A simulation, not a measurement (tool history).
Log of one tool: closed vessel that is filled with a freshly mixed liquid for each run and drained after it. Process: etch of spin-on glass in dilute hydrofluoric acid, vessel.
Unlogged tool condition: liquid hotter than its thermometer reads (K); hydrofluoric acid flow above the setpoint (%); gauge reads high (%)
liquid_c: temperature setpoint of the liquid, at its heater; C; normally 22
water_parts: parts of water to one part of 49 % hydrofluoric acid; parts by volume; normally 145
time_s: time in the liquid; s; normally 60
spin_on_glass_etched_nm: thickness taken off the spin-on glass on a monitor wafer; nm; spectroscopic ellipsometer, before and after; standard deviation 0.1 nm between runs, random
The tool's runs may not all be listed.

| run | hour | liquid_c | water_parts | time_s | wafers since the last listed run | hours since the thermometer was replaced | hours since the hydrofluoric acid flow meter was replaced | hours since the gauge calibration | read-back film thickness of the spin-on glass reference wafer, read on the same gauge (nm) | spin_on_glass_etched_nm |
|---|---|---|---|---|---|---|---|---|---|---|
| 1 | 0 | 23.5 | 145 | 60 | 0 | 406.8 | 157.4 | 195.7 | 70.04 | 15.65 |
| 2 | 38.3 | 23.5 | 145 | 60 | 5204 | 445.1 | 195.7 | 234 | 70.03 | 15.62 |
| 3 | 76.2 | 22 | 145 | 60 | 5150 | 483 | 233.6 | 271.9 | 70.03 | 14.71 |
| 4 | 106.2 | 22 | 145 | 60 | 4076 | 513 | 263.6 | 301.9 | 69.98 | 14.67 |
| 5 | 169.1 | 22 | 145 | 60 | 8547 | 575.9 | 326.5 | 364.8 | 70 | 14.95 |
| 6 | 211.3 | 22 | 145 | 60 | 5734 | 618.1 | 368.7 | 407 | 69.97 | 15.1 |
| 7 | 267.2 | 24 | 145 | 60 | 7596 | 674 | 424.6 | 462.9 | 69.99 | 16.19 |
|  | 303.8 | gauge calibrated |
| 8 | 324.3 | 22 | 210 | 60 | 7759 | 731.1 | 481.7 | 20.5 | 70.03 | 9.78 |
|  | 335.3 | hydrofluoric acid flow meter replaced |
| 9 | 387.6 | 26 | 190 | 80 | 8466 | 794.4 | 52.3 | 83.8 | 69.98 | 16.98 |
|  | 426.6 | thermometer replaced |
| 10 | 457 | 22 | 145 | 60 | 9295 | 30.4 | 121.7 | 153.2 | 69.96 | 14.27 |
| 11 | 503 | 22 | 145 | 60 | 6251 | 76.4 | 167.7 | 199.2 | 70 | 14.37 |
| 12 | 553.9 | 24.5 | 195 | 85 | 6917 | 127.3 | 218.6 | 250.1 | 70.05 | 15.71 |
| 13 | 623.3 | 18 | 145 | 70 | 9431 | 196.7 | 288 | 319.5 | 70 | 14.33 |
| 14 | 653.8 | 19 | 80 | 50 | 4144 | 227.2 | 318.5 | 350 | 70.04 | 20.79 |

Consider 4 possible next runs. They are alternatives, not a sequence: every one starts from the tool as it was left by run 14. What does each give?
| A | 654.5 | 25.5 | 145 | 60 | 95 | 227.9 | 319.2 | 350.7 | ? | ? |
| B | 654.5 | 24 | 200 | 60 | 95 | 227.9 | 319.2 | 350.7 | ? | ? |
| C | 654.5 | 19 | 210 | 75 | 95 | 227.9 | 319.2 | 350.7 | ? | ? |
| D | 654.5 | 18 | 145 | 35 | 95 | 227.9 | 319.2 | 350.7 | ? | ? |

| run | read-back film thickness of the spin-on glass reference wafer, read on the same gauge (nm) | spin_on_glass_etched_nm |
|---|---|---|
| A | 70 | 16.41 |
| B | 70 | 10.57 |
| C | 70 | 10.31 |
| D | 70 | 7.14 |
Take away the tool's hidden state, keep each run's random variation, and the runs would have read:
| run | spin_on_glass_etched_nm |
|---|---|
| A | 16.12 |
| B | 10.38 |
| C | 10.12 |
| D | 7 |

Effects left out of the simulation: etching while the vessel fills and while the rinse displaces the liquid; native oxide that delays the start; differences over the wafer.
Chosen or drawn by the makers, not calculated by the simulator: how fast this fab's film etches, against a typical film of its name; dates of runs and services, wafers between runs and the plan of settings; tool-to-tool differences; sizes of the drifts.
